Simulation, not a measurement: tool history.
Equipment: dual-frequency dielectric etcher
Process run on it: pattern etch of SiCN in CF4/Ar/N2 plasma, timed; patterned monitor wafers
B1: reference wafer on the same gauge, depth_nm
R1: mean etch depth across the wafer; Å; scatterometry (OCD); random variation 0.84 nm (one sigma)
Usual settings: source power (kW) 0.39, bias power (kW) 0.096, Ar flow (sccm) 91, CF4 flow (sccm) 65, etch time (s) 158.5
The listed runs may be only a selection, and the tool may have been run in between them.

run 1 hour=0 | source_power_(kW)=0.39 bias_power_(kW)=0.096 Ar_flow_(sccm)=91 CF4_flow_(sccm)=65 etch_time_(s)=158.5 | B1=152 | R1=1359
-- hour=40.7 upper electrode replaced, of another model than before
run 2 hour=41.2 | source_power_(kW)=0.31 bias_power_(kW)=0.106 Ar_flow_(sccm)=91 CF4_flow_(sccm)=65 etch_time_(s)=158.5 | B1=152 | R1=1347
-- hour=42.6 gauge calibrated
run 3 hour=47.5 | source_power_(kW)=0.31 bias_power_(kW)=0.106 Ar_flow_(sccm)=91 CF4_flow_(sccm)=65 etch_time_(s)=158.5 | B1=152 | R1=1353
-- hour=61.9 Ar flow controller replaced
run 4 hour=71.1 | source_power_(kW)=0.31 bias_power_(kW)=0.106 Ar_flow_(sccm)=91 CF4_flow_(sccm)=65 etch_time_(s)=158.5 | B1=152.1 | R1=1338
run 5 hour=94.5 | source_power_(kW)=0.39 bias_power_(kW)=0.096 Ar_flow_(sccm)=91 CF4_flow_(sccm)=65 etch_time_(s)=158.5 | B1=151.8 | R1=1353
run 6 hour=107.8 | source_power_(kW)=0.39 bias_power_(kW)=0.096 Ar_flow_(sccm)=91 CF4_flow_(sccm)=65 etch_time_(s)=158.5 | B1=151.7 | R1=1363
run 7 hour=142.2 | source_power_(kW)=0.39 bias_power_(kW)=0.096 Ar_flow_(sccm)=91 CF4_flow_(sccm)=56 etch_time_(s)=158.5 | B1=151.8 | R1=1321
run 8 hour=174.7 | source_power_(kW)=0.39 bias_power_(kW)=0.096 Ar_flow_(sccm)=91 CF4_flow_(sccm)=65 etch_time_(s)=158.5 | B1=151.5 | R1=1371
run 9 hour=201.5 | source_power_(kW)=0.46 bias_power_(kW)=0.104 Ar_flow_(sccm)=91 CF4_flow_(sccm)=65 etch_time_(s)=158.5 | B1=151.4 | R1=1567
-- hour=212.5 CF4 flow controller replaced
run 10 hour=221.6 | source_power_(kW)=0.39 bias_power_(kW)=0.109 Ar_flow_(sccm)=83 CF4_flow_(sccm)=65 etch_time_(s)=158.5 | B1=152 | R1=1558
-- hour=242.6 source power generator calibrated
-- hour=250 wet clean of the chamber
run 11 hour=250.5 | source_power_(kW)=0.39 bias_power_(kW)=0.096 Ar_flow_(sccm)=91 CF4_flow_(sccm)=79 etch_time_(s)=158.5 | B1=152.3 | R1=1356
run 12 hour=262 | source_power_(kW)=0.39 bias_power_(kW)=0.096 Ar_flow_(sccm)=91 CF4_flow_(sccm)=65 etch_time_(s)=158.5 | B1=151.9 | R1=1328
run 13 hour=283.6 | source_power_(kW)=0.44 bias_power_(kW)=0.115 Ar_flow_(sccm)=91 CF4_flow_(sccm)=65 etch_time_(s)=158.5 | B1=151.6 | R1=1628
run 14 hour=300.6 | source_power_(kW)=0.39 bias_power_(kW)=0.096 Ar_flow_(sccm)=91 CF4_flow_(sccm)=65 etch_time_(s)=158.5 | B1=152.4 | R1=1320
run 15 hour=313.9 | source_power_(kW)=0.44 bias_power_(kW)=0.089 Ar_flow_(sccm)=75 CF4_flow_(sccm)=50 etch_time_(s)=158.5 | B1=152.4 | R1=1253
run 16 hour=327.4 | source_power_(kW)=0.42 bias_power_(kW)=0.096 Ar_flow_(sccm)=91 CF4_flow_(sccm)=72 etch_time_(s)=177 | B1=152.1 | R1=1557
run 17 hour=358.9 | source_power_(kW)=0.3 bias_power_(kW)=0.096 Ar_flow_(sccm)=112 CF4_flow_(sccm)=65 etch_time_(s)=158.5 | B1=152 | R1=1156
run 18 hour=382.1 | source_power_(kW)=0.33 bias_power_(kW)=0.109 Ar_flow_(sccm)=91 CF4_flow_(sccm)=73 etch_time_(s)=158.5 | B1=152.2 | R1=1403
run 19 hour=407.7 | source_power_(kW)=0.44 bias_power_(kW)=0.096 Ar_flow_(sccm)=91 CF4_flow_(sccm)=65 etch_time_(s)=158.5 | B1=152.1 | R1=1407
run 20 hour=430.2 | source_power_(kW)=0.45 bias_power_(kW)=0.08 Ar_flow_(sccm)=113 CF4_flow_(sccm)=51 etch_time_(s)=158.5 | B1=151.8 | R1=1063
run 21 hour=448.1 | source_power_(kW)=0.33 bias_power_(kW)=0.103 Ar_flow_(sccm)=91 CF4_flow_(sccm)=60 etch_time_(s)=127 | B1=151.9 | R1=1043

What if the next run were any one of these 4? Each begins from the tool's condition after run 21:
run A hour=448.6 | source_power_(kW)=0.36 bias_power_(kW)=0.096 Ar_flow_(sccm)=91 CF4_flow_(sccm)=65 etch_time_(s)=158.5 | B1=? | R1=?
run B hour=448.6 | source_power_(kW)=0.42 bias_power_(kW)=0.077 Ar_flow_(sccm)=103 CF4_flow_(sccm)=65 etch_time_(s)=158.5 | B1=? | R1=?
run C hour=448.6 | source_power_(kW)=0.39 bias_power_(kW)=0.096 Ar_flow_(sccm)=91 CF4_flow_(sccm)=53 etch_time_(s)=158.5 | B1=? | R1=?
run D hour=448.6 | source_power_(kW)=0.43 bias_power_(kW)=0.112 Ar_flow_(sccm)=91 CF4_flow_(sccm)=60 etch_time_(s)=158.5 | B1=? | R1=?

run=A B1=151.7 R1=1298
run=B B1=151.7 R1=1070
run=C B1=151.7 R1=1289
run=D B1=151.7 R1=1578
Stripped of hidden state, with their random variation kept, the same runs would have yielded:
run=A R1=1268
run=B R1=1046
run=C R1=1259
run=D R1=1542

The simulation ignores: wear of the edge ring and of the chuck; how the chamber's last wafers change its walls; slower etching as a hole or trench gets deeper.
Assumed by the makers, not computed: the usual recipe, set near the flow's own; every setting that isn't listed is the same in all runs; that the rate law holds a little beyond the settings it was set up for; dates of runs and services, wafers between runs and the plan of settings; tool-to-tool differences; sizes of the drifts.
